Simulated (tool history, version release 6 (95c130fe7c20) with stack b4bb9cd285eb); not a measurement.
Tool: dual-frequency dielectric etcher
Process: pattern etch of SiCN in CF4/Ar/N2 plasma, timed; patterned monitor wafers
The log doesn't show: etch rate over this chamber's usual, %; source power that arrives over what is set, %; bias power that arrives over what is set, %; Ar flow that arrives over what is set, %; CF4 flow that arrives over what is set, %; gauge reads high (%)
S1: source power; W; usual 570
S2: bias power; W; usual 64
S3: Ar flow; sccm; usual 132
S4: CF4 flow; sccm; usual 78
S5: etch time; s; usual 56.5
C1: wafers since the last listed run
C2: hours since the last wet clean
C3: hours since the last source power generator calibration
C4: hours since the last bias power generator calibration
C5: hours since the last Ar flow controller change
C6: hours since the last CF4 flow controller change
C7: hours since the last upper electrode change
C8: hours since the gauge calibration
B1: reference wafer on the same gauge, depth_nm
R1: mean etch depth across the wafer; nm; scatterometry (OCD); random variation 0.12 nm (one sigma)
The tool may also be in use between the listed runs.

{"run": 1, "day": 0.0, "S1": 570, "S2": 64, "S3": 132, "S4": 86, "S5": 56.5, "C1": 0, "C2": 431.7, "C3": 2119.2, "C4": 5117.4, "C5": 4543.4, "C6": 36.5, "C7": 2982, "C8": 103.4, "B1": 49.1, "R1": 55.3}
{"run": 2, "day": 1.296, "S1": 520, "S2": 64, "S3": 114, "S4": 78, "S5": 56.5, "C1": 294, "C2": 462.8, "C3": 2150.3, "C4": 5148.5, "C5": 4574.5, "C6": 67.6, "C7": 3013.1, "C8": 134.5, "B1": 49.1, "R1": 50.3}
{"run": 3, "day": 2.604, "S1": 520, "S2": 64, "S3": 114, "S4": 78, "S5": 56.5, "C1": 297, "C2": 494.2, "C3": 2181.7, "C4": 5179.9, "C5": 4605.9, "C6": 99, "C7": 3044.5, "C8": 165.9, "B1": 49.1, "R1": 50.4}
{"day": 3.7, "done": "wet clean of the chamber"}
{"day": 4.058, "done": "bias power generator calibrated"}
{"run": 4, "day": 4.079, "S1": 520, "S2": 64, "S3": 114, "S4": 78, "S5": 56.5, "C1": 70, "C2": 9.1, "C3": 2217.1, "C4": 0.5, "C5": 4641.3, "C6": 134.4, "C7": 3079.9, "C8": 201.3, "B1": 49.1, "R1": 50.3}
{"run": 5, "day": 5.1, "S1": 570, "S2": 64, "S3": 132, "S4": 78, "S5": 56.5, "C1": 232, "C2": 33.6, "C3": 2241.6, "C4": 25, "C5": 4665.8, "C6": 158.9, "C7": 3104.4, "C8": 225.8, "B1": 49.1, "R1": 54.7}
{"run": 6, "day": 6.167, "S1": 640, "S2": 64, "S3": 132, "S4": 78, "S5": 64.5, "C1": 242, "C2": 59.2, "C3": 2267.2, "C4": 50.6, "C5": 4691.4, "C6": 184.5, "C7": 3130, "C8": 251.4, "B1": 49.1, "R1": 70.2}
{"run": 7, "day": 7.188, "S1": 570, "S2": 64, "S3": 132, "S4": 85, "S5": 56.5, "C1": 232, "C2": 83.7, "C3": 2291.7, "C4": 75.1, "C5": 4715.9, "C6": 209, "C7": 3154.5, "C8": 275.9, "B1": 49.1, "R1": 55.8}
{"day": 7.917, "done": "Ar flow controller replaced"}
{"run": 8, "day": 7.938, "S1": 570, "S2": 64, "S3": 132, "S4": 78, "S5": 56.5, "C1": 113, "C2": 101.7, "C3": 2309.7, "C4": 93.1, "C5": 0.5, "C6": 227, "C7": 3172.5, "C8": 293.9, "B1": 49.1, "R1": 54.6}
{"day": 8.946, "done": "upper electrode replaced"}
{"run": 9, "day": 8.975, "S1": 570, "S2": 54, "S3": 132, "S4": 78, "S5": 56.5, "C1": 8, "C2": 126.6, "C3": 2334.6, "C4": 118, "C5": 25.4, "C6": 251.9, "C7": 0.7, "C8": 318.8, "B1": 49.1, "R1": 51.8}
{"day": 9.367, "done": "source power generator calibrated"}
{"run": 10, "day": 9.504, "S1": 570, "S2": 64, "S3": 132, "S4": 78, "S5": 56.5, "C1": 82, "C2": 139.3, "C3": 3.3, "C4": 130.7, "C5": 38.1, "C6": 264.6, "C7": 13.4, "C8": 331.5, "B1": 49.1, "R1": 56.5}
{"run": 11, "day": 10.592, "S1": 570, "S2": 74, "S3": 123, "S4": 83, "S5": 63.5, "C1": 247, "C2": 165.4, "C3": 29.4, "C4": 156.8, "C5": 64.2, "C6": 290.7, "C7": 39.5, "C8": 357.6, "B1": 49.1, "R1": 67.6}
{"run": 12, "day": 11.162, "S1": 440, "S2": 77, "S3": 132, "S4": 78, "S5": 56.5, "C1": 129, "C2": 179.1, "C3": 43.1, "C4": 170.5, "C5": 77.9, "C6": 304.4, "C7": 53.2, "C8": 371.3, "B1": 49.1, "R1": 45.1}
{"day": 11.879, "done": "gauge calibrated"}
{"run": 13, "day": 12.588, "S1": 570, "S2": 64, "S3": 132, "S4": 78, "S5": 56.5, "C1": 324, "C2": 213.3, "C3": 77.3, "C4": 204.7, "C5": 112.1, "C6": 338.6, "C7": 87.4, "C8": 17, "B1": 49.1, "R1": 56.3}
{"run": 14, "day": 13.512, "S1": 640, "S2": 64, "S3": 132, "S4": 78, "S5": 56.5, "C1": 210, "C2": 235.5, "C3": 99.5, "C4": 226.9, "C5": 134.3, "C6": 360.8, "C7": 109.6, "C8": 39.2, "B1": 49.1, "R1": 63.9}
{"run": 15, "day": 14.408, "S1": 520, "S2": 64, "S3": 114, "S4": 78, "S5": 56.5, "C1": 203, "C2": 257, "C3": 121, "C4": 248.4, "C5": 155.8, "C6": 382.3, "C7": 131.1, "C8": 60.7, "B1": 49.1, "R1": 52.2}
{"run": 16, "day": 15.242, "S1": 570, "S2": 64, "S3": 132, "S4": 78, "S5": 56.5, "C1": 189, "C2": 277, "C3": 141, "C4": 268.4, "C5": 175.8, "C6": 402.3, "C7": 151.1, "C8": 80.7, "B1": 49.1, "R1": 56.3}
{"day": 16.483, "done": "source power generator calibrated, repeated, since the last time left the tool worse"}
{"run": 17, "day": 16.85, "S1": 570, "S2": 64, "S3": 113, "S4": 78, "S5": 56.5, "C1": 327, "C2": 315.6, "C3": 8.8, "C4": 307, "C5": 214.4, "C6": 440.9, "C7": 189.7, "C8": 119.3, "B1": 49.1, "R1": 54.1}
{"run": 18, "day": 17.6, "S1": 570, "S2": 64, "S3": 132, "S4": 86, "S5": 56.5, "C1": 170, "C2": 333.6, "C3": 26.8, "C4": 325, "C5": 232.4, "C6": 458.9, "C7": 207.7, "C8": 137.3, "B1": 49.1, "R1": 53.9}
{"run": 19, "day": 18.179, "S1": 570, "S2": 52, "S3": 132, "S4": 96, "S5": 56.5, "C1": 131, "C2": 347.5, "C3": 40.7, "C4": 338.9, "C5": 246.3, "C6": 472.8, "C7": 221.6, "C8": 151.2, "B1": 49.1, "R1": 51.8}
{"run": 20, "day": 19.071, "S1": 680, "S2": 64, "S3": 132, "S4": 78, "S5": 56.5, "C1": 202, "C2": 368.9, "C3": 62.1, "C4": 360.3, "C5": 267.7, "C6": 494.2, "C7": 243, "C8": 172.6, "B1": 49.1, "R1": 63.4}

Forecast each of these 5 alternatives for the next run:
{"run": "A", "day": 19.088, "S1": 450, "S2": 64, "S3": 132, "S4": 78, "S5": 56.5, "C1": 3, "C2": 369.3, "C3": 62.5, "C4": 360.7, "C5": 268.1, "C6": 494.6, "C7": 243.4, "C8": 173, "B1": "?", "R1": "?"}
{"run": "B", "day": 19.088, "S1": 570, "S2": 64, "S3": 132, "S4": 78, "S5": 67.5, "C1": 3, "C2": 369.3, "C3": 62.5, "C4": 360.7, "C5": 268.1, "C6": 494.6, "C7": 243.4, "C8": 173, "B1": "?", "R1": "?"}
{"run": "C", "day": 19.088, "S1": 710, "S2": 48, "S3": 120, "S4": 83, "S5": 56.5, "C1": 3, "C2": 369.3, "C3": 62.5, "C4": 360.7, "C5": 268.1, "C6": 494.6, "C7": 243.4, "C8": 173, "B1": "?", "R1": "?"}
{"run": "D", "day": 19.088, "S1": 440, "S2": 68, "S3": 132, "S4": 63, "S5": 41.5, "C1": 3, "C2": 369.3, "C3": 62.5, "C4": 360.7, "C5": 268.1, "C6": 494.6, "C7": 243.4, "C8": 173, "B1": "?", "R1": "?"}
{"run": "E", "day": 19.088, "S1": 700, "S2": 64, "S3": 132, "S4": 78, "S5": 62, "C1": 3, "C2": 369.3, "C3": 62.5, "C4": 360.7, "C5": 268.1, "C6": 494.6, "C7": 243.4, "C8": 173, "B1": "?", "R1": "?"}

run=A B1=49.1 R1=41
run=B B1=49.1 R1=63.3
run=C B1=49.1 R1=63.1
run=D B1=49.1 R1=28.7
run=E B1=49.1 R1=72
Without the tool's hidden state the same runs would have given:
run=A R1=40.9
run=B R1=63.2
run=C R1=63
run=D R1=28.7
run=E R1=71.9
